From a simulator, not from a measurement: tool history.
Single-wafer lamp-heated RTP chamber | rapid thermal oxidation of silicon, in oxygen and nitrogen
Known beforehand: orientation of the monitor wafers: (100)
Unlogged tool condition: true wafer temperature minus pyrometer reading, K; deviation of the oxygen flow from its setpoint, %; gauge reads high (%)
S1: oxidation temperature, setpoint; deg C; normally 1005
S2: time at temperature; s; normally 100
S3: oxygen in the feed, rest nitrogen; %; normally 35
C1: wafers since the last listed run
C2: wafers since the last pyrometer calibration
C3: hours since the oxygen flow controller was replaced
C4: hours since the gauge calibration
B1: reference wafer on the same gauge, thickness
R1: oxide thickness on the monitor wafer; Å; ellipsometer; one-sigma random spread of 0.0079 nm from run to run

run    hour    S1   S2  S3    C1    C2      C3     C4     B1     R1
  1       0  1027  100  21     0  7673  6587.2  623.9  6.209  52.13
  2    36.5  1012  100  35   541  8215  6623.7  660.4  6.208   56.1
       46.4  -- pyrometer window cleaned and pyrometer calibrated
  3    67.9  1012  100  35   347   319  6655.1  691.8  6.209  55.57
  4   135.1  1012  100  35   996  1315  6722.3    759  6.212  55.55
      145.6  -- gauge calibrated
  5     161  1005  100  35   384  1699  6748.2   15.4  6.211  52.81
  6   201.8  1005  100  35   605  2304    6789   56.2   6.21  52.98
  7     261  1005  100  35   877  3182  6848.2  115.4  6.209  52.85
  8   292.8  1005  100  35   471  3654    6880  147.2  6.209  52.84
  9   458.3  1005  100  35  2454  6108  7045.5  312.7  6.211   53.1
 10     528  1005  100  35  1033  7142  7115.2  382.4   6.21  53.15
      577.3  -- oxygen flow controller replaced
      581.9  -- pyrometer window cleaned and pyrometer calibrated
 11   582.4  1005  100  35   620     7     5.1  436.8  6.208  52.77
 12   634.5  1005  100  35   772   780    57.2  488.9  6.209  52.84
 13   698.7  1005  100  35   952  1732   121.4  553.1  6.211  52.89
 14   741.9  1005  100  35   640  2373   164.6  596.3  6.208  52.82
 15   798.4  1005  100  35   837  3210   221.1  652.8  6.211  52.93
 16   864.1  1005  100  35   974  4185   286.8  718.5  6.208  53.02
 17   917.9  1013   74  35   797  4983   340.6  772.3  6.208  49.26
      951.5  -- gauge calibrated
 18   957.1  1005  100  35   581  5564   379.8    5.6  6.211  52.97
 19  1012.3  1032  100  35   818  6383     435   60.8   6.21  64.07
     1045.6  -- pyrometer window cleaned and pyrometer calibrated
 20  1046.1  1024  100  23   382     7   468.8   94.6  6.209  52.43
 21  1088.9  1005   81  35   634   642   511.6  137.4  6.209  48.33
 22  1115.3  1005  100  35   391  1034     538  163.8  6.211  52.89
 23  1149.2  1016  138  19   502  1536   571.9  197.7  6.211  53.48
 24  1217.5  1023  149  26  1012  2549   640.2    266  6.208  64.83
 25  1249.6  1019   79  35   476  3025   672.3  298.1  6.209  52.74
 26  1293.1   988  100  56   645  3671   715.8  341.6  6.211  55.06
 27    1336  1005   76  22   636  4307   758.7  384.5  6.209  40.61
 28  1367.4   986  146  17   465  4773   790.1  415.9   6.21  43.39
 29  1467.2  1005  100  35  1480  6253   889.9  515.7  6.209  53.17
       1509  -- pyrometer window cleaned and pyrometer calibrated
 30  1519.7  1005  100  35   659   158   942.4  568.2  6.209  52.95
 31    1585  1005  100  35   968  1127  1007.7  633.5  6.208  52.86

Here are 5 independent what-if runs from the current tool condition. What would each one return?
  A  1585.4  1030  100  35   5  1132  1008.1  633.9   ?   ?
  B  1585.4   984  100  35   5  1132  1008.1  633.9   ?   ?
  C  1585.4  1005   80  24   5  1132  1008.1  633.9   ?   ?
  D  1585.4   992   65  35   5  1132  1008.1  633.9   ?   ?
  E  1585.4  1015  100  35   5  1132  1008.1  633.9   ?   ?

run     B1     R1
  A  6.207   62.9
  B  6.207  45.63
  C  6.207  42.54
  D  6.207   40.4
  E  6.207  56.66
With no hidden state in the tool, these same runs would have given:
run     R1
  A  62.86
  B   45.6
  C  42.52
  D  40.37
  E  56.62

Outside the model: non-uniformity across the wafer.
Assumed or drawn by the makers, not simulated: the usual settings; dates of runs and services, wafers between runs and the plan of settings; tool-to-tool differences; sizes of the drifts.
